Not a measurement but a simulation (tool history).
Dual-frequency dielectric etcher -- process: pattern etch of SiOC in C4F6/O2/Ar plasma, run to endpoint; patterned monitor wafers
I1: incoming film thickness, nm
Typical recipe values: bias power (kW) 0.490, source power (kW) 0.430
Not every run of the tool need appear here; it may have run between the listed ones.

Run 1, hour 0.0: usual settings; I1 49.37. Result: endpoint time (s) 17.8.
Run 2, hour 28.3: usual settings but source power (kW) 0.380; I1 49.32. Result: endpoint time (s) 19.2.
Run 3, hour 55.6: usual settings but source power (kW) 0.380; I1 49.31. Result: endpoint time (s) 19.1.
Run 4, hour 73.7: usual settings but source power (kW) 0.380; I1 49.05. Result: endpoint time (s) 19.0.
Run 5, hour 89.0: usual settings; I1 48.98. Result: endpoint time (s) 17.7.
Run 6, hour 112.9: usual settings but bias power (kW) 0.411, source power (kW) 0.500; I1 49.29. Result: endpoint time (s) 18.3.
Run 7, hour 139.7: usual settings but bias power (kW) 0.411, source power (kW) 0.500; I1 49.23. Result: endpoint time (s) 18.2.
At hour 176.4: upper electrode replaced.
Run 8, hour 176.9: usual settings; I1 48.79. Result: endpoint time (s) 17.7.
Run 9, hour 185.3: usual settings; I1 49.20. Result: endpoint time (s) 17.7.
Run 10, hour 204.7: usual settings but bias power (kW) 0.418; I1 49.10. Result: endpoint time (s) 19.6.
At hour 231.2: wet clean of the chamber.
Run 11, hour 231.7: usual settings but bias power (kW) 0.418; I1 49.12. Result: endpoint time (s) 19.5.
At hour 256.0: bias power generator calibrated.
Run 12, hour 256.5: usual settings but bias power (kW) 0.418; I1 49.13. Result: endpoint time (s) 19.6.
Run 13, hour 282.0: usual settings but bias power (kW) 0.432; I1 49.23. Result: endpoint time (s) 19.1.
Run 14, hour 310.9: usual settings but bias power (kW) 0.432; I1 49.44. Result: endpoint time (s) 19.2.
Run 15, hour 344.3: usual settings but bias power (kW) 0.539, source power (kW) 0.480; I1 49.03. Result: endpoint time (s) 15.7.
Run 16, hour 371.8: usual settings but bias power (kW) 0.534; I1 49.23. Result: endpoint time (s) 16.9.
Run 17, hour 401.6: usual settings but bias power (kW) 0.415, source power (kW) 0.360; I1 49.06. Result: endpoint time (s) 21.7.
Run 18, hour 421.9: usual settings; I1 49.54. Result: endpoint time (s) 17.9.
Run 19, hour 440.4: usual settings but bias power (kW) 0.534; I1 48.88. Result: endpoint time (s) 16.7.
Run 20, hour 456.0: usual settings but bias power (kW) 0.438, source power (kW) 0.360; I1 49.22. Result: endpoint time (s) 21.2.
Run 21, hour 470.0: usual settings but bias power (kW) 0.422, source power (kW) 0.350; I1 49.61. Result: endpoint time (s) 22.1.
Run 22, hour 499.9: usual settings; I1 49.05. Result: endpoint time (s) 17.7.
Run 23, hour 524.0: usual settings but bias power (kW) 0.583, source power (kW) 0.350; I1 48.78. Result: endpoint time (s) 18.0.
Run 24, hour 543.3: usual settings but bias power (kW) 0.552, source power (kW) 0.540; I1 48.81. Result: endpoint time (s) 14.5.
Run 25, hour 557.5: usual settings; I1 48.74. Result: endpoint time (s) 17.4.
At hour 570.2: source power generator calibrated.
At hour 611.1: wet clean of the chamber.
Run 26, hour 611.6: usual settings but bias power (kW) 0.439, source power (kW) 0.400; I1 49.41. Result: endpoint time (s) 19.9.
Run 27, hour 618.5: usual settings but bias power (kW) 0.418; I1 49.63. Result: endpoint time (s) 19.7.
Run 28, hour 630.8: usual settings but bias power (kW) 0.526, source power (kW) 0.520; I1 49.37. Result: endpoint time (s) 15.3.
Run 29, hour 678.3: usual settings but bias power (kW) 0.447, source power (kW) 0.470; I1 49.20. Result: endpoint time (s) 17.9.
Run 30, hour 695.9: usual settings; I1 49.38. Result: endpoint time (s) 17.9.
Run 31, hour 712.3: usual settings but bias power (kW) 0.575, source power (kW) 0.460; I1 49.58. Result: endpoint time (s) 15.8.
Run 32, hour 741.2: usual settings but bias power (kW) 0.385, source power (kW) 0.400; I1 49.32. Result: endpoint time (s) 21.6.
Run 33, hour 775.1: usual settings but bias power (kW) 0.421, source power (kW) 0.360; I1 49.07. Result: endpoint time (s) 21.6.
Run 34, hour 800.8: usual settings but bias power (kW) 0.610, source power (kW) 0.480; I1 48.79. Result: endpoint time (s) 14.6.
Run 35, hour 823.7: usual settings but bias power (kW) 0.374; I1 49.00. Result: endpoint time (s) 21.0.

Exercise: give the hidden state of the tool at every run:
etch rate over this chamber's usual, %: 0 at every run
bias power that arrives over what is set, %: 0 at every run
source power that arrives over what is set, %: 0 at every run
